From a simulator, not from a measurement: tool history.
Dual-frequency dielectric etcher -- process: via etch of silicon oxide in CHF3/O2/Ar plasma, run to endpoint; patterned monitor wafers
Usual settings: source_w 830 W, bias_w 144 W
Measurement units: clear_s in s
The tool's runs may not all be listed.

run    hour  source_w  bias_w  incoming incoming film thickness, nm  clear_s
  1       0       830     154                                 398.3    185.8
  2    67.9       830     154                                 398.9    183.4
  3   109.3       830     144                                   396    184.4
  4     177       830     144                                 401.6    189.7
  5   241.3       830     144                                 397.7    185.2
  6   298.7       830     144                                 397.5    183.2
  7   331.2       830     144                                 399.4    182.4
  8   356.4       830     164                                 399.8    177.3
      391.9  -- bias power generator calibrated
        420  -- wet clean of the chamber
  9   420.5       830     144                                 394.9    188.8
 10   452.8       830     144                                 398.2    192.8
 11   494.2       830     144                                 397.8    193.3
 12   530.1       830     144                                 399.6      194
      583.4  -- upper electrode replaced
 13     595       750     125                                 399.4    205.8
 14   628.3       830     178                                   398    177.6
 15   690.9       830     144                                 398.2    187.6
 16   720.2       740     171                                 400.3    188.5
 17   774.4       990     160                                 399.4    167.5
 18   822.7       760     167                                 400.5    185.9
        856  -- wet clean of the chamber
 19   856.5      1000     124                                 399.4    187.9
 20   882.9       660     144                                 399.5    212.8
      941.7  -- source power generator calibrated
 21   948.4       960     123                                   399    188.8
 22  1007.7       830     144                                 396.1    189.3
 23  1049.8       960     126                                 395.7    180.1
 24  1120.6       910     144                                 400.8    179.3
 25  1151.8       830     144                                 402.4    188.4
 26  1218.2       640     157                                 401.6    203.6

Here are 4 independent what-if runs from the current tool condition. What would each one return?
  A  1218.7       830     169                                 396.7        ?
  B  1218.7       700     119                                 396.7        ?
  C  1218.7       710     178                                 396.7        ?
  D  1218.7       670     144                                 396.7        ?

run  clear_s
  A    178.5
  B    211.8
  C    188.1
  D    205.1
Without the tool's hidden state the same runs would have given:
run  clear_s
  A    186.2
  B    220.9
  C    196.2
  D    213.9

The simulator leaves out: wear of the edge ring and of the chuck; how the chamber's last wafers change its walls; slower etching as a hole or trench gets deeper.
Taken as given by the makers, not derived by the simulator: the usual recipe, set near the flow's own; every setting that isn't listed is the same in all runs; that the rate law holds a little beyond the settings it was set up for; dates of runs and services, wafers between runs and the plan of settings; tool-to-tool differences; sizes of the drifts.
